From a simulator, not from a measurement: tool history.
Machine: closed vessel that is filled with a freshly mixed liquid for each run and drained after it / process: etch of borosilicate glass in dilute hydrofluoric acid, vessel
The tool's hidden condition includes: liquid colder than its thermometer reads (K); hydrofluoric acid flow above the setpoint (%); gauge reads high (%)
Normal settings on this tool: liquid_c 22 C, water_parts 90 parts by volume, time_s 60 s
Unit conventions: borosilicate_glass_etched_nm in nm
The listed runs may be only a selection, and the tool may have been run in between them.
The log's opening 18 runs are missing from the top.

run,hour,liquid_c,water_parts,time_s,wafers since the last listed run,hours since the thermometer was replaced,hours since the hydrofluoric acid flow meter was replaced,hours since the gauge calibration,"read-back film thickness of the borosilicate glass reference wafer, read on the same gauge (nm)",borosilicate_glass_etched_nm
19,1252.3,22,90,45,3284,2243.4,787.6,2699,150.07,18.8
20,1289.4,23.5,125,60,2451,2280.5,824.7,2736.1,150.01,18.58
# hour 1316.2: hydrofluoric acid flow meter replaced
# hour 1334.4: thermometer replaced
21,1350.8,17.5,120,60,3925,16.4,34.6,2797.5,150,15.3
22,1449.3,18.5,125,60,6509,114.9,133.1,2896,149.94,15.5
# hour 1487.2: gauge calibrated
23,1538.5,26,60,90,5894,204.1,222.3,51.3,149.99,71.53
24,1621.9,22,110,80,5511,287.5,305.7,134.7,149.99,28.1
25,1923,22,75,60,19898,588.6,606.8,435.8,150.01,33.06
26,2002.8,22,90,70,5273,668.4,686.6,515.6,150.03,31.38
27,2061.4,26.5,50,30,3872,727,745.2,574.2,149.98,30.4
28,2121.5,22,120,90,3971,787.1,805.3,634.3,149.98,29.54
29,2193.6,22,90,90,4764,859.2,877.4,706.4,149.96,40.97
30,2233.8,22,45,60,2656,899.4,917.6,746.6,150,58.66
31,2288.3,26,60,90,3601,953.9,972.1,801.1,149.97,75.29
# hour 2302.8: hydrofluoric acid flow meter replaced
32,2337.8,22,90,60,3205,1003.4,35,850.6,149.96,24.07
33,2385.6,18,50,60,3158,1051.2,82.8,898.4,149.99,38.13
34,2470,20.5,55,60,5577,1135.6,167.2,982.8,150.01,38.44

Predict each of these 3 candidate next runs independently; none follows another, all start after run 34:
A,2470.7,23.5,90,60,46,1136.3,167.9,983.5,?,?
B,2470.7,17.5,50,35,46,1136.3,167.9,983.5,?,?
C,2470.7,26,75,60,46,1136.3,167.9,983.5,?,?

run,"read-back film thickness of the borosilicate glass reference wafer, read on the same gauge (nm)",borosilicate_glass_etched_nm
A,150.04,25.82
B,150.04,21.99
C,150.04,34.91
Without the tool's hidden state the same runs would have given:
run,borosilicate_glass_etched_nm
A,26.46
B,22.68
C,35.76
